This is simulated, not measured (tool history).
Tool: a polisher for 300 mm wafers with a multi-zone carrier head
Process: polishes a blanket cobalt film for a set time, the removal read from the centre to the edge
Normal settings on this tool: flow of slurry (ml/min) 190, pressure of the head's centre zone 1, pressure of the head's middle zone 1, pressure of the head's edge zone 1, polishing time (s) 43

| run | day | flow of slurry (ml/min) | pressure of the head's centre zone | pressure of the head's middle zone | pressure of the head's edge zone | polishing time (s) | incoming thickness of the incoming film, nm | film removed at the wafer's centre (nm) | film removed at mid-radius (nm) | film removed at the wafer's edge (nm) |
|---|---|---|---|---|---|---|---|---|---|---|
| 1 | 0 | 190 | 1 | 1 | 0.93 | 43 | 1434 | 183.8 | 197.4 | 190.2 |
|  | 2.467 | slurry nozzle cleaned |
| 2 | 7.154 | 190 | 1 | 1 | 1 | 43 | 1426.7 | 196.7 | 205 | 205.8 |
| 3 | 8.562 | 190 | 1 | 1 | 1 | 43 | 1437.6 | 190 | 199.6 | 201.1 |
| 4 | 9.967 | 190 | 1 | 1 | 1 | 43 | 1413 | 193.7 | 198.2 | 199.5 |
|  | 10.371 | worn pad replaced by a new one |
|  | 12.1 | edge zone pressure recalibrated |
| 5 | 12.529 | 190 | 1 | 1 | 1 | 43 | 1410.9 | 190.9 | 193 | 197.9 |
|  | 13.896 | carrier head's membrane replaced by a new one |
| 6 | 14.404 | 190 | 1 | 1 | 1 | 43 | 1398.3 | 187.3 | 197.5 | 198.3 |
| 7 | 15.567 | 190 | 1 | 1 | 1 | 43 | 1423.3 | 187.7 | 197 | 197.5 |
|  | 16.358 | centre zone pressure recalibrated |
|  | 17.142 | slurry nozzle cleaned |
| 8 | 17.479 | 190 | 1 | 1 | 1 | 43 | 1429.4 | 206.1 | 212.7 | 212.7 |
| 9 | 18.521 | 190 | 1.08 | 1 | 1.07 | 43 | 1426.9 | 219.1 | 211.6 | 217.9 |
|  | 21.229 | worn pad replaced by a new one |
| 10 | 21.304 | 190 | 1 | 1 | 1 | 43 | 1406.1 | 192.9 | 202.3 | 205.9 |
| 11 | 23.667 | 250 | 0.88 | 1 | 1 | 52 | 1398.3 | 214.1 | 248.2 | 254.4 |
| 12 | 26.254 | 190 | 1 | 1 | 1 | 43 | 1419.6 | 190.6 | 196.3 | 200.7 |
| 13 | 27.325 | 190 | 0.96 | 1 | 1 | 43 | 1424.8 | 180.7 | 198.6 | 195.9 |
| 14 | 30.15 | 190 | 1 | 0.9 | 1 | 43 | 1431.5 | 187.9 | 181.8 | 202.4 |
|  | 30.338 | slurry nozzle cleaned |
| 15 | 31.3 | 190 | 1 | 0.92 | 1 | 54 | 1412.9 | 252.9 | 254 | 262.1 |
|  | 32.296 | worn pad replaced by a new one |
| 16 | 32.383 | 190 | 1 | 1 | 1 | 43 | 1440.2 | 202.5 | 206.6 | 209 |
| 17 | 34.583 | 190 | 1 | 1 | 1 | 35 | 1426.5 | 161.9 | 163.4 | 167.2 |
|  | 36.842 | carrier head's membrane replaced by a new one |
| 18 | 37.346 | 190 | 1 | 1 | 1 | 43 | 1403.2 | 197.3 | 203.4 | 202.4 |
| 19 | 39.912 | 190 | 1 | 1 | 1 | 43 | 1429 | 186.2 | 197.9 | 198.4 |
| 20 | 42.329 | 150 | 1 | 1 | 0.9 | 52 | 1430.3 | 211.8 | 223.4 | 217.8 |
|  | 44.071 | worn pad replaced by a new one |
| 21 | 45.304 | 170 | 0.93 | 1 | 1 | 39 | 1424.7 | 154 | 177.3 | 180.3 |

Predict each of these 5 candidate next runs independently; none follows another, all start after run 21:
| A | 45.321 | 190 | 1 | 1 | 1 | 43 | 1417.8 | ? | ? | ? |
| B | 45.321 | 190 | 0.92 | 1 | 1 | 56 | 1417.8 | ? | ? | ? |
| C | 45.321 | 230 | 1 | 1 | 1.08 | 43 | 1417.8 | ? | ? | ? |
| D | 45.321 | 225 | 1 | 0.96 | 1 | 43 | 1417.8 | ? | ? | ? |
| E | 45.321 | 145 | 0.92 | 1 | 1 | 43 | 1417.8 | ? | ? | ? |

| run | film removed at the wafer's centre (nm) | film removed at mid-radius (nm) | film removed at the wafer's edge (nm) |
|---|---|---|---|
| A | 187.2 | 196 | 200.7 |
| B | 224.1 | 255.3 | 261.4 |
| C | 195.4 | 203.5 | 214.1 |
| D | 194.4 | 197.2 | 205.6 |
| E | 160.1 | 184 | 192.2 |
Had the tool no hidden state, the same runs would have come out as:
| run | film removed at the wafer's centre (nm) | film removed at mid-radius (nm) | film removed at the wafer's edge (nm) |
|---|---|---|---|
| A | 207 | 214.3 | 213.9 |
| B | 247.9 | 279.1 | 278.6 |
| C | 212.6 | 219.5 | 226.2 |
| D | 212 | 213 | 217.5 |
| E | 181.9 | 205.8 | 207.7 |

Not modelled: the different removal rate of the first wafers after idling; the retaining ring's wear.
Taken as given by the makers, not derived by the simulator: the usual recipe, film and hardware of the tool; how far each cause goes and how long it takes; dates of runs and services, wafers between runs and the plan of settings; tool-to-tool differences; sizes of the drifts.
